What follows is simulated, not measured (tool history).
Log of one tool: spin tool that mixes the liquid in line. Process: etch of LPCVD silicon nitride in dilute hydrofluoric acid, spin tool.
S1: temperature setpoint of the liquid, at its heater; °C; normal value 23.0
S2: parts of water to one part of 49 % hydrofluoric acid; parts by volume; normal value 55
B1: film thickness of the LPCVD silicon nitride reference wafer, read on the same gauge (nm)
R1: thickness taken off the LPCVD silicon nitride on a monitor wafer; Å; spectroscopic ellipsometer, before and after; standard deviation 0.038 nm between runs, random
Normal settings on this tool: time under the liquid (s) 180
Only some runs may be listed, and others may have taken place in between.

{"run": 1, "hour": 0.0, "S1": 23.0, "S2": 55, "time under the liquid (s)": 135, "B1": 99.976, "R1": 8.99}
{"run": 2, "hour": 104.9, "S1": 23.0, "S2": 55, "time under the liquid (s)": 135, "B1": 100.012, "R1": 8.77}
{"hour": 180.6, "done": "thermometer replaced"}
{"run": 3, "hour": 352.0, "S1": 23.0, "S2": 55, "time under the liquid (s)": 135, "B1": 100.052, "R1": 10.38}
{"run": 4, "hour": 414.8, "S1": 23.0, "S2": 55, "time under the liquid (s)": 180, "B1": 100.021, "R1": 13.43}
{"run": 5, "hour": 475.6, "S1": 23.0, "S2": 55, "time under the liquid (s)": 180, "B1": 99.973, "R1": 12.88}
{"run": 6, "hour": 556.1, "S1": 23.0, "S2": 55, "time under the liquid (s)": 240, "B1": 99.997, "R1": 16.5}
{"run": 7, "hour": 606.5, "S1": 23.0, "S2": 55, "time under the liquid (s)": 240, "B1": 100.008, "R1": 17.06}
{"run": 8, "hour": 676.1, "S1": 23.0, "S2": 55, "time under the liquid (s)": 240, "B1": 100.033, "R1": 16.74}
{"run": 9, "hour": 735.4, "S1": 23.0, "S2": 55, "time under the liquid (s)": 180, "B1": 99.957, "R1": 12.41}
{"run": 10, "hour": 777.2, "S1": 23.0, "S2": 55, "time under the liquid (s)": 180, "B1": 99.997, "R1": 12.31}
{"run": 11, "hour": 833.9, "S1": 23.0, "S2": 55, "time under the liquid (s)": 180, "B1": 99.933, "R1": 11.81}
{"hour": 849.7, "done": "hydrofluoric acid flow meter replaced"}
{"run": 12, "hour": 873.0, "S1": 23.0, "S2": 55, "time under the liquid (s)": 180, "B1": 99.955, "R1": 13.83}
{"run": 13, "hour": 909.3, "S1": 23.0, "S2": 55, "time under the liquid (s)": 180, "B1": 100.031, "R1": 13.1}
{"run": 14, "hour": 964.4, "S1": 25.0, "S2": 30, "time under the liquid (s)": 90, "B1": 100.047, "R1": 13.6}
{"hour": 1101.9, "done": "gauge calibrated"}
{"run": 15, "hour": 1197.5, "S1": 23.0, "S2": 55, "time under the liquid (s)": 245, "B1": 99.989, "R1": 18.02}
{"run": 16, "hour": 1271.3, "S1": 23.0, "S2": 55, "time under the liquid (s)": 180, "B1": 99.99, "R1": 12.79}
{"hour": 1336.8, "done": "thermometer replaced"}
{"run": 17, "hour": 1347.8, "S1": 21.0, "S2": 65, "time under the liquid (s)": 180, "B1": 99.991, "R1": 11.09}
{"run": 18, "hour": 1415.6, "S1": 23.0, "S2": 65, "time under the liquid (s)": 220, "B1": 100.017, "R1": 14.96}
{"run": 19, "hour": 1489.0, "S1": 23.0, "S2": 35, "time under the liquid (s)": 135, "B1": 100.021, "R1": 16.29}
{"run": 20, "hour": 1543.6, "S1": 26.0, "S2": 55, "time under the liquid (s)": 85, "B1": 100.017, "R1": 7.72}
{"run": 21, "hour": 1609.8, "S1": 26.0, "S2": 55, "time under the liquid (s)": 180, "B1": 99.942, "R1": 16.82}
{"run": 22, "hour": 1677.6, "S1": 25.0, "S2": 40, "time under the liquid (s)": 85, "B1": 100.031, "R1": 10.44}
{"run": 23, "hour": 1763.2, "S1": 23.0, "S2": 55, "time under the liquid (s)": 180, "B1": 99.999, "R1": 13.28}
{"run": 24, "hour": 1860.7, "S1": 23.0, "S2": 55, "time under the liquid (s)": 180, "B1": 99.994, "R1": 13.7}
{"run": 25, "hour": 1952.3, "S1": 23.0, "S2": 55, "time under the liquid (s)": 180, "B1": 99.984, "R1": 12.64}
{"run": 26, "hour": 2054.5, "S1": 23.0, "S2": 55, "time under the liquid (s)": 180, "B1": 100.043, "R1": 11.75}

Branching from run 26: 4 alternative next runs. What would each branch give?
{"run": "A", "hour": 2055.0, "S1": 23.0, "S2": 55, "time under the liquid (s)": 180, "B1": "?", "R1": "?"}
{"run": "B", "hour": 2055.0, "S1": 23.0, "S2": 55, "time under the liquid (s)": 210, "B1": "?", "R1": "?"}
{"run": "C", "hour": 2055.0, "S1": 21.5, "S2": 40, "time under the liquid (s)": 275, "B1": "?", "R1": "?"}
{"run": "D", "hour": 2055.0, "S1": 26.5, "S2": 45, "time under the liquid (s)": 180, "B1": "?", "R1": "?"}

run=A B1=99.988 R1=12.23
run=B B1=99.988 R1=14.26
run=C B1=99.988 R1=22.96
run=D B1=99.988 R1=18.87
Without the tool's hidden state the same runs would have given:
run=A R1=15.09
run=B R1=17.61
run=C R1=28.39
run=D R1=23.24

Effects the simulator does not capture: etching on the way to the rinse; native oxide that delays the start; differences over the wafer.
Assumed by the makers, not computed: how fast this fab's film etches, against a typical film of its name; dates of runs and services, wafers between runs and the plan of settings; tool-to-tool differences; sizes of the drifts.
